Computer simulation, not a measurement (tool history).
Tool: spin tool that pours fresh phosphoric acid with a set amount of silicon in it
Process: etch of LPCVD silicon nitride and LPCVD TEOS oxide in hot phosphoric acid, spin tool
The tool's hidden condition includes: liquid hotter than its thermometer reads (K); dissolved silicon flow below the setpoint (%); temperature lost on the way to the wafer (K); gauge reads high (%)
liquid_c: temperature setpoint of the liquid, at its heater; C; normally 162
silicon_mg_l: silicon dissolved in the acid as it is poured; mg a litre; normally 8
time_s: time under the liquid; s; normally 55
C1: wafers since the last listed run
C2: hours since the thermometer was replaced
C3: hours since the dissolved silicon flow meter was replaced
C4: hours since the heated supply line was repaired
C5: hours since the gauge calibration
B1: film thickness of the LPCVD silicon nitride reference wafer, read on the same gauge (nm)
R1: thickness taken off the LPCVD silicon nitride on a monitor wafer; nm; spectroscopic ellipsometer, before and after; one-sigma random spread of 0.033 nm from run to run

{"run": 1, "hour": 0.0, "liquid_c": 162, "silicon_mg_l": 8, "time_s": 55, "C1": 0, "C2": 1136.7, "C3": 720.6, "C4": 484.8, "C5": 254.1, "B1": 139.992, "R1": 5.886}
{"run": 2, "hour": 30.2, "liquid_c": 162, "silicon_mg_l": 8, "time_s": 55, "C1": 512, "C2": 1166.9, "C3": 750.8, "C4": 515, "C5": 284.3, "B1": 139.993, "R1": 5.762}
{"run": 3, "hour": 62.4, "liquid_c": 162, "silicon_mg_l": 8, "time_s": 55, "C1": 546, "C2": 1199.1, "C3": 783, "C4": 547.2, "C5": 316.5, "B1": 140.002, "R1": 5.868}
{"run": 4, "hour": 95.8, "liquid_c": 164.5, "silicon_mg_l": 8, "time_s": 55, "C1": 566, "C2": 1232.5, "C3": 816.4, "C4": 580.6, "C5": 349.9, "B1": 140.024, "R1": 6.411}
{"run": 5, "hour": 141.7, "liquid_c": 164.5, "silicon_mg_l": 8, "time_s": 55, "C1": 778, "C2": 1278.4, "C3": 862.3, "C4": 626.5, "C5": 395.8, "B1": 140.021, "R1": 6.3}
{"hour": 180.3, "done": "dissolved silicon flow meter replaced"}
{"run": 6, "hour": 189.4, "liquid_c": 164.5, "silicon_mg_l": 8, "time_s": 55, "C1": 792, "C2": 1326.1, "C3": 9.1, "C4": 674.2, "C5": 443.5, "B1": 140.021, "R1": 6.383}
{"run": 7, "hour": 236.7, "liquid_c": 162, "silicon_mg_l": 2, "time_s": 65, "C1": 802, "C2": 1373.4, "C3": 56.4, "C4": 721.5, "C5": 490.8, "B1": 139.974, "R1": 6.91}
{"run": 8, "hour": 277.1, "liquid_c": 162, "silicon_mg_l": 8, "time_s": 55, "C1": 685, "C2": 1413.8, "C3": 96.8, "C4": 761.9, "C5": 531.2, "B1": 140.005, "R1": 5.865}
{"hour": 305.0, "done": "thermometer replaced"}
{"run": 9, "hour": 339.1, "liquid_c": 162, "silicon_mg_l": 8, "time_s": 55, "C1": 1035, "C2": 34.1, "C3": 158.8, "C4": 823.9, "C5": 593.2, "B1": 139.993, "R1": 5.4}
{"run": 10, "hour": 407.3, "liquid_c": 162, "silicon_mg_l": 8, "time_s": 55, "C1": 1157, "C2": 102.3, "C3": 227, "C4": 892.1, "C5": 661.4, "B1": 139.997, "R1": 5.495}
{"run": 11, "hour": 478.4, "liquid_c": 160, "silicon_mg_l": 8, "time_s": 30, "C1": 1206, "C2": 173.4, "C3": 298.1, "C4": 963.2, "C5": 732.5, "B1": 139.981, "R1": 2.797}
{"run": 12, "hour": 540.3, "liquid_c": 164, "silicon_mg_l": 10, "time_s": 90, "C1": 1050, "C2": 235.3, "C3": 360, "C4": 1025.1, "C5": 794.4, "B1": 140.023, "R1": 9.609}
{"run": 13, "hour": 603.9, "liquid_c": 162, "silicon_mg_l": 8, "time_s": 70, "C1": 1079, "C2": 298.9, "C3": 423.6, "C4": 1088.7, "C5": 858, "B1": 139.993, "R1": 6.984}
{"run": 14, "hour": 667.2, "liquid_c": 164.5, "silicon_mg_l": 12, "time_s": 30, "C1": 1074, "C2": 362.2, "C3": 486.9, "C4": 1152, "C5": 921.3, "B1": 140.016, "R1": 3.249}
{"run": 15, "hour": 694.7, "liquid_c": 161, "silicon_mg_l": 2.5, "time_s": 55, "C1": 466, "C2": 389.7, "C3": 514.4, "C4": 1179.5, "C5": 948.8, "B1": 140.006, "R1": 5.357}
{"hour": 756.5, "done": "gauge calibrated"}
{"hour": 799.0, "done": "heated supply line repaired"}
{"run": 16, "hour": 875.9, "liquid_c": 162, "silicon_mg_l": 8, "time_s": 55, "C1": 3057, "C2": 570.9, "C3": 695.6, "C4": 76.9, "C5": 119.4, "B1": 140.041, "R1": 5.549}
{"run": 17, "hour": 901.7, "liquid_c": 160, "silicon_mg_l": 10.5, "time_s": 80, "C1": 437, "C2": 596.7, "C3": 721.4, "C4": 102.7, "C5": 145.2, "B1": 139.996, "R1": 7.702}
{"run": 18, "hour": 961.1, "liquid_c": 164, "silicon_mg_l": 13.5, "time_s": 35, "C1": 1008, "C2": 656.1, "C3": 780.8, "C4": 162.1, "C5": 204.6, "B1": 140.006, "R1": 3.798}
{"run": 19, "hour": 1032.8, "liquid_c": 164.5, "silicon_mg_l": 8, "time_s": 70, "C1": 1216, "C2": 727.8, "C3": 852.5, "C4": 233.8, "C5": 276.3, "B1": 140.016, "R1": 7.733}
{"run": 20, "hour": 1082.7, "liquid_c": 164.5, "silicon_mg_l": 4.5, "time_s": 25, "C1": 846, "C2": 777.7, "C3": 902.4, "C4": 283.7, "C5": 326.2, "B1": 139.981, "R1": 2.809}
{"hour": 1104.4, "done": "dissolved silicon flow meter replaced"}
{"run": 21, "hour": 1141.9, "liquid_c": 162, "silicon_mg_l": 8, "time_s": 55, "C1": 987, "C2": 836.9, "C3": 37.5, "C4": 342.9, "C5": 385.4, "B1": 140.014, "R1": 5.682}
{"run": 22, "hour": 1170.3, "liquid_c": 162, "silicon_mg_l": 8, "time_s": 55, "C1": 481, "C2": 865.3, "C3": 65.9, "C4": 371.3, "C5": 413.8, "B1": 139.983, "R1": 5.682}

4 options for the next run, each taken on its own from the tool as it stands now. Forecast them:
{"run": "A", "hour": 1170.7, "liquid_c": 162, "silicon_mg_l": 5.5, "time_s": 55, "C1": 6, "C2": 865.7, "C3": 66.3, "C4": 371.7, "C5": 414.2, "B1": "?", "R1": "?"}
{"run": "B", "hour": 1170.7, "liquid_c": 162, "silicon_mg_l": 8, "time_s": 25, "C1": 6, "C2": 865.7, "C3": 66.3, "C4": 371.7, "C5": 414.2, "B1": "?", "R1": "?"}
{"run": "C", "hour": 1170.7, "liquid_c": 163, "silicon_mg_l": 12, "time_s": 75, "C1": 6, "C2": 865.7, "C3": 66.3, "C4": 371.7, "C5": 414.2, "B1": "?", "R1": "?"}
{"run": "D", "hour": 1170.7, "liquid_c": 162, "silicon_mg_l": 1.5, "time_s": 35, "C1": 6, "C2": 865.7, "C3": 66.3, "C4": 371.7, "C5": 414.2, "B1": "?", "R1": "?"}

run=A B1=139.971 R1=5.678
run=B B1=139.971 R1=2.581
run=C B1=139.971 R1=8.002
run=D B1=139.971 R1=3.613
With no hidden state in the tool, these same runs would have given:
run=A R1=5.422
run=B R1=2.464
run=C R1=7.643
run=D R1=3.45
